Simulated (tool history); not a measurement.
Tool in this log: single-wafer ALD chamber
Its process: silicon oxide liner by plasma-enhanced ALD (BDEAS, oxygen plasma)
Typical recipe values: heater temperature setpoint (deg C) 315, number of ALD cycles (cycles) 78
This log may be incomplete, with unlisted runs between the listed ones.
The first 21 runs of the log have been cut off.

run,hour,heater temperature setpoint (deg C),number of ALD cycles (cycles),"read-back reference wafer on the same gauge, thickness_nm",mean film thickness on the monitor wafer (nm)
22,995.1,315,63,6.602,5.308
23,1032.7,304,86,6.603,7.312
24,1072.1,315,78,6.598,6.52
25,1130.5,320,84,6.6,7
26,1174.6,329,78,6.601,6.474
27,1216.7,319,67,6.599,5.592
28,1243.9,315,78,6.602,6.522
29,1313.4,306,66,6.6,5.614
30,1378.7,315,78,6.603,6.523
31,1440.5,315,78,6.598,6.551
32,1471.9,322,78,6.599,6.498
33,1533.9,325,74,6.603,6.132
34,1564.5,320,87,6.596,7.226

Predict each of these 5 candidate next runs independently; none follows another, all start after run 34:
A,1565,315,78,?,?
B,1565,310,78,?,?
C,1565,326,67,?,?
D,1565,309,78,?,?
E,1565,302,84,?,?

run,"read-back reference wafer on the same gauge, thickness_nm",mean film thickness on the monitor wafer (nm)
A,6.602,6.536
B,6.602,6.577
C,6.602,5.536
D,6.602,6.585
E,6.602,7.154
The same runs, with their run-to-run variation unchanged, on a tool lacking any hidden condition would have given:
run,mean film thickness on the monitor wafer (nm)
A,6.536
B,6.577
C,5.536
D,6.585
E,7.154
